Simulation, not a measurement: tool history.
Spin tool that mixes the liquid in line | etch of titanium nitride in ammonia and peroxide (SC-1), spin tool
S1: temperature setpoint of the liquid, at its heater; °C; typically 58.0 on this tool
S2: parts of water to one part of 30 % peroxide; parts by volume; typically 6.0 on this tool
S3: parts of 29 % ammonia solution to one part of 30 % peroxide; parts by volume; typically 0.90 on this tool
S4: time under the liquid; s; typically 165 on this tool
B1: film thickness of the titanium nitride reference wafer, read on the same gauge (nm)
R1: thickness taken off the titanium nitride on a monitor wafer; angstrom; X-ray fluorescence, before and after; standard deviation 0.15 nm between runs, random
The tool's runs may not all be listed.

Run 1, hour 0.0: usual settings; B1 120.00. Result: R1 487.6 angstrom.
Run 2, hour 9.8: usual settings; B1 120.01. Result: R1 487.1 angstrom.
Run 3, hour 19.8: usual settings; B1 119.99. Result: R1 487.0 angstrom.
Run 4, hour 36.4: usual settings but S2 5.0 parts by volume, S3 0.50 parts by volume, S4 115 s; B1 120.02. Result: R1 340.6 angstrom.
Run 5, hour 51.9: usual settings but S1 63.5 °C, S3 0.75 parts by volume, S4 90 s; B1 119.99. Result: R1 370.6 angstrom.
At hour 58.7: thermometer replaced.
Run 6, hour 68.7: usual settings but S1 61.5 °C, S2 5.0 parts by volume, S3 1.20 parts by volume; B1 120.03. Result: R1 662.5 angstrom.
Run 7, hour 86.4: usual settings; B1 119.99. Result: R1 468.9 angstrom.
Run 8, hour 127.9: usual settings but S2 9.0 parts by volume, S3 0.55 parts by volume, S4 240 s; B1 120.03. Result: R1 523.4 angstrom.
Run 9, hour 138.0: usual settings but S1 66.0 °C, S2 5.0 parts by volume, S3 0.75 parts by volume, S4 250 s; B1 120.00. Result: R1 1276.3 angstrom.
Run 10, hour 149.5: usual settings but S1 66.5 °C, S2 8.0 parts by volume, S3 1.05 parts by volume, S4 115 s; B1 120.03. Result: R1 506.9 angstrom.
Run 11, hour 157.9: usual settings; B1 119.97. Result: R1 471.2 angstrom.
Run 12, hour 167.3: usual settings but S1 50.5 °C, S2 8.5 parts by volume, S3 1.20 parts by volume; B1 120.00. Result: R1 249.0 angstrom.
Run 13, hour 173.4: usual settings; B1 119.99. Result: R1 472.3 angstrom.
At hour 184.5: ammonia flow meter replaced.
Run 14, hour 203.1: usual settings but S1 49.0 °C, S4 230 s; B1 120.01. Result: R1 355.4 angstrom.
At hour 211.7: heated supply line repaired.
At hour 213.1: gauge calibrated.
Run 15, hour 220.4: usual settings but S1 54.5 °C, S3 1.20 parts by volume; B1 119.99. Result: R1 385.7 angstrom.
Run 16, hour 230.0: usual settings but S1 64.0 °C; B1 119.99. Result: R1 698.8 angstrom.
Run 17, hour 240.8: usual settings but S1 52.5 °C, S2 8.0 parts by volume, S3 0.80 parts by volume, S4 100 s; B1 119.97. Result: R1 170.4 angstrom.
Run 18, hour 258.4: usual settings; B1 119.98. Result: R1 470.6 angstrom.
Run 19, hour 299.6: usual settings; B1 120.03. Result: R1 474.2 angstrom.
Run 20, hour 306.6: usual settings but S1 63.0 °C, S2 5.0 parts by volume, S3 0.50 parts by volume; B1 120.01. Result: R1 658.0 angstrom.
Run 21, hour 319.6: usual settings but S2 9.0 parts by volume; B1 120.00. Result: R1 390.9 angstrom.
Run 22, hour 330.4: usual settings but S1 51.5 °C, S3 0.45 parts by volume, S4 75 s; B1 119.99. Result: R1 125.1 angstrom.
Run 23, hour 348.2: usual settings but S2 8.0 parts by volume; B1 119.98. Result: R1 416.6 angstrom.
Run 24, hour 359.9: usual settings but S1 63.5 °C, S3 0.75 parts by volume, S4 90 s; B1 119.97. Result: R1 359.7 angstrom.

Results per run with the tool's hidden condition removed, run-to-run variation unchanged:
The hidden state here: liquid hotter than its thermometer reads (K); ammonia flow above the setpoint (%); temperature lost on the way to the wafer (K); ammonia solution weaker than its label (%); gauge reads high (%).
run      R1
  1   469.8
  2   469.0
  3   468.9
  4   327.8
  5   356.8
  6   662.0
  7   468.6
  8   522.4
  9  1273.0
 10   505.6
 11   469.6
 12   248.1
 13   470.8
 14   353.6
 15   383.9
 16   695.2
 17   169.4
 18   467.8
 19   470.7
 20   653.4
 21   387.8
 22   124.1
 23   413.1
 24   356.4

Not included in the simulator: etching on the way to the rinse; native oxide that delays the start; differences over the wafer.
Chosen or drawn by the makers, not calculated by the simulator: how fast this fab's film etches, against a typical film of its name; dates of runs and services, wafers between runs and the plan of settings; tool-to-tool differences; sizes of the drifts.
